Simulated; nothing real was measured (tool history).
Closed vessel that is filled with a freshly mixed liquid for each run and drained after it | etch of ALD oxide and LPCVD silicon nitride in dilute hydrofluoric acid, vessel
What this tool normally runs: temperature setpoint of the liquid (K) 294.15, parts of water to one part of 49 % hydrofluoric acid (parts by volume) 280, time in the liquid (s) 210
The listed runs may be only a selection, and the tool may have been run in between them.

| run | hour | temperature setpoint of the liquid (K) | parts of water to one part of 49 % hydrofluoric acid (parts by volume) | time in the liquid (s) | wafers since the last listed run | hours since the thermometer was replaced | hours since the hydrofluoric acid flow meter was replaced | hours since the gauge calibration | read-back film thickness of the ALD oxide reference wafer, read on the same gauge (nm) | read-back film thickness of the LPCVD silicon nitride reference wafer, read on the same gauge (nm) | thickness taken off the ALD oxide on a monitor wafer (angstrom) | thickness taken off the LPCVD silicon nitride on a monitor wafer (angstrom) |
|---|---|---|---|---|---|---|---|---|---|---|---|---|
| 1 | 0.0 | 294.15 | 170 | 300 | 0 | 466.7 | 235.3 | 490.3 | 90.00 | 49.985 | 228.2 | 6.29 |
| 2 | 70.7 | 294.15 | 170 | 300 | 6704 | 537.4 | 306.0 | 561.0 | 89.98 | 50.020 | 230.4 | 5.91 |
| 3 | 112.8 | 294.15 | 280 | 210 | 3992 | 579.5 | 348.1 | 603.1 | 90.05 | 50.054 | 88.1 | 2.95 |
| 4 | 161.7 | 294.15 | 280 | 210 | 4637 | 628.4 | 397.0 | 652.0 | 90.03 | 49.995 | 87.7 | 2.68 |
| 5 | 219.7 | 294.15 | 280 | 210 | 5499 | 686.4 | 455.0 | 710.0 | 90.05 | 49.980 | 87.8 | 2.10 |
|  | 274.7 | hydrofluoric acid flow meter replaced |
| 6 | 284.4 | 292.15 | 280 | 210 | 6040 | 751.1 | 9.7 | 774.7 | 89.96 | 50.014 | 80.8 | 2.49 |
| 7 | 313.1 | 295.15 | 280 | 210 | 2721 | 779.8 | 38.4 | 803.4 | 90.01 | 50.033 | 89.1 | 2.82 |
| 8 | 359.0 | 294.15 | 280 | 130 | 4352 | 825.7 | 84.3 | 849.3 | 90.01 | 50.036 | 53.5 | 1.53 |
| 9 | 417.8 | 294.15 | 280 | 210 | 5575 | 884.5 | 143.1 | 908.1 | 89.97 | 49.989 | 87.2 | 2.81 |
|  | 436.1 | gauge calibrated |
| 10 | 453.2 | 294.15 | 280 | 210 | 3356 | 919.9 | 178.5 | 17.1 | 90.04 | 50.013 | 87.4 | 2.17 |
|  | 487.8 | thermometer replaced |
| 11 | 522.8 | 294.15 | 280 | 210 | 6505 | 35.0 | 248.1 | 86.7 | 90.03 | 49.994 | 87.2 | 3.01 |
| 12 | 582.6 | 294.15 | 280 | 170 | 5670 | 94.8 | 307.9 | 146.5 | 89.96 | 49.998 | 70.9 | 2.11 |
| 13 | 615.4 | 294.15 | 280 | 170 | 3110 | 127.6 | 340.7 | 179.3 | 90.04 | 50.001 | 71.3 | 2.45 |
| 14 | 640.1 | 294.15 | 280 | 210 | 2342 | 152.3 | 365.4 | 204.0 | 90.03 | 50.024 | 87.9 | 2.67 |
| 15 | 686.1 | 294.15 | 280 | 120 | 4362 | 198.3 | 411.4 | 250.0 | 90.02 | 49.981 | 50.6 | 1.56 |
| 16 | 750.9 | 294.15 | 280 | 210 | 6144 | 263.1 | 476.2 | 314.8 | 89.97 | 49.975 | 88.2 | 2.39 |
| 17 | 797.0 | 294.15 | 280 | 105 | 4371 | 309.2 | 522.3 | 360.9 | 89.98 | 50.026 | 44.2 | 1.40 |
|  | 820.4 | hydrofluoric acid flow meter replaced |
| 18 | 840.6 | 294.15 | 280 | 285 | 4039 | 352.8 | 20.2 | 404.5 | 90.04 | 49.986 | 117.9 | 3.72 |
| 19 | 897.4 | 298.65 | 380 | 305 | 5386 | 409.6 | 77.0 | 461.3 | 90.02 | 50.009 | 99.0 | 4.91 |
| 20 | 946.1 | 294.15 | 235 | 175 | 4618 | 458.3 | 125.7 | 510.0 | 89.98 | 49.950 | 90.1 | 2.90 |
| 21 | 992.4 | 290.15 | 195 | 180 | 4390 | 504.6 | 172.0 | 556.3 | 90.01 | 49.977 | 99.4 | 2.58 |
| 22 | 1028.1 | 294.15 | 280 | 210 | 3385 | 540.3 | 207.7 | 592.0 | 89.99 | 49.994 | 87.4 | 2.81 |
| 23 | 1070.5 | 292.65 | 330 | 325 | 4020 | 582.7 | 250.1 | 634.4 | 90.05 | 49.979 | 104.3 | 3.47 |
| 24 | 1119.3 | 297.15 | 395 | 140 | 4627 | 631.5 | 298.9 | 683.2 | 90.00 | 50.028 | 41.1 | 1.53 |
| 25 | 1161.4 | 291.15 | 280 | 210 | 3992 | 673.6 | 341.0 | 725.3 | 90.01 | 49.976 | 78.8 | 2.14 |
| 26 | 1211.7 | 294.15 | 280 | 155 | 4769 | 723.9 | 391.3 | 775.6 | 89.99 | 50.023 | 65.1 | 2.31 |
| 27 | 1240.0 | 294.15 | 280 | 210 | 2683 | 752.2 | 419.6 | 803.9 | 90.00 | 49.985 | 88.2 | 3.24 |

Below, some changes in thickness taken off the ALD oxide on a monitor wafer (angstrom) between adjacent runs. For each, the amount present without the hidden state too (settings, incoming material, random variation) and the amount remaining for the hidden state with gauge scatter not shared by both compared results:
What the log doesn't record here: liquid hotter than its thermometer reads (K); hydrofluoric acid flow above the setpoint (%); gauge reads high (%).
Run 2 -> 3: parts of water to one part of 49 % hydrofluoric acid (parts by volume) 170 -> 280, time in the liquid (s) 300 -> 210. thickness taken off the ALD oxide on a monitor wafer (angstrom) -142.3: hidden state -1.3, all else -141.0.
Run 5 -> 6: temperature setpoint of the liquid (K) 294.15 -> 292.15, hydrofluoric acid flow meter replaced. thickness taken off the ALD oxide on a monitor wafer (angstrom) -7.0: hidden state -1.5, all else -5.5.
Run 17 -> 18: time in the liquid (s) 105 -> 285, hydrofluoric acid flow meter replaced. thickness taken off the ALD oxide on a monitor wafer (angstrom) +73.7: hidden state -0.8, all else +74.5.

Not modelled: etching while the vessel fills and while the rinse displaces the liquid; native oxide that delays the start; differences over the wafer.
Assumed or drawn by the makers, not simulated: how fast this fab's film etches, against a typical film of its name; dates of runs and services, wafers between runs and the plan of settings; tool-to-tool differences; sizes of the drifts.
